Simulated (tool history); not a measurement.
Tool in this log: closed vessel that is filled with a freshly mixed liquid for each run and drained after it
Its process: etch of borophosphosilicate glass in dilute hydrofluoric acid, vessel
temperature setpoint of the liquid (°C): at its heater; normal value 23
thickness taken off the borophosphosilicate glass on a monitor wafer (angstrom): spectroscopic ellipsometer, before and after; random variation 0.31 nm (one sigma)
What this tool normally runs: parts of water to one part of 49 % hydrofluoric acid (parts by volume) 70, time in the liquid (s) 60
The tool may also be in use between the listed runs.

run	hour	temperature setpoint of the liquid (°C)	parts of water to one part of 49 % hydrofluoric acid (parts by volume)	time in the liquid (s)	wafers since the last listed run	hours since the thermometer was replaced	hours since the hydrofluoric acid flow meter was replaced	hours since the gauge calibration	read-back film thickness of the borophosphosilicate glass reference wafer, read on the same gauge (nm)	thickness taken off the borophosphosilicate glass on a monitor wafer (angstrom)
1	0	23	70	60	0	1114.9	504.3	1866.1	50	303.2
2	86.1	23	70	75	11320	1201	590.4	1952.2	49.99	380.7
3	164.4	23	70	75	10295	1279.3	668.7	2030.5	50.02	383.6
4	271.9	23	70	60	14134	1386.8	776.2	2138	50.03	299
5	376.4	23	70	60	13739	1491.3	880.7	2242.5	50.01	300.4
6	452.7	23	70	60	10032	1567.6	957	2318.8	49.97	298
7	535.9	23	70	60	10939	1650.8	1040.2	2402	50.01	294.1
8	626	23	70	50	11846	1740.9	1130.3	2492.1	50	242
9	662.6	23	70	50	4812	1777.5	1166.9	2528.7	50	247.4
# hour 687.5: hydrofluoric acid flow meter replaced
10	851.7	23	70	60	24731	1966.6	164.2	2717.8	50	287.8
# hour 883: gauge calibrated
11	925.2	23	70	60	9663	2040.1	237.7	42.2	50	293.6
12	1015	23	55	60	11807	2129.9	327.5	132	49.99	375.7
13	1080	23	70	60	8546	2194.9	392.5	197	49.98	292.8
14	1170.8	23	70	60	11938	2285.7	483.3	287.8	50	291.1
# hour 1247: thermometer replaced
15	1257.7	18.5	70	60	11294	10.7	570.2	374.7	50.03	269.4
16	1312	23	100	60	7139	65	624.5	429	50	216.9
17	1403.1	23	70	60	11978	156.1	715.6	520.1	50.02	322.6
18	1489.3	23	70	60	11333	242.3	801.8	606.3	50	310.7
19	1596	25.5	85	75	14029	349	908.5	713	49.98	351.1
# hour 1650.3: hydrofluoric acid flow meter replaced
20	1698.2	23	35	60	13306	451.2	47.9	815.2	49.99	648.6
21	1789.7	26.5	80	30	12030	542.7	139.4	906.7	50	158.3
22	1891.7	23	70	60	13411	644.7	241.4	1008.7	49.99	314.8
23	1969.8	25.5	60	50	10268	722.8	319.5	1086.8	49.99	335.7
24	2042.4	28	70	60	9545	795.4	392.1	1159.4	50	377.8
25	2134.6	23	90	85	12122	887.6	484.3	1251.6	50.01	329.4
26	2190.7	19.5	90	50	7376	943.7	540.4	1307.7	50	167.7
27	2271.3	26.5	90	75	10597	1024.3	621	1388.3	50.02	334.1
28	2341	21	70	60	9164	1094	690.7	1458	49.97	276.4
29	2383	23	70	60	5522	1136	732.7	1500	49.99	307.2

4 ways to go on from here, each from the tool as it stands after run 29. What would each give?
A	2383.7	23	70	30	92	1136.7	733.4	1500.7	?	?
B	2383.7	23	85	85	92	1136.7	733.4	1500.7	?	?
C	2383.7	23	105	50	92	1136.7	733.4	1500.7	?	?
D	2383.7	24.5	50	60	92	1136.7	733.4	1500.7	?	?

run	read-back film thickness of the borophosphosilicate glass reference wafer, read on the same gauge (nm)	thickness taken off the borophosphosilicate glass on a monitor wafer (angstrom)
A	49.99	153.3
B	49.99	351.3
C	49.99	163.4
D	49.99	468.4
Had the tool no hidden state, the same runs would have come out as:
run	thickness taken off the borophosphosilicate glass on a monitor wafer (angstrom)
A	162.7
B	372.7
C	173.2
D	497.2
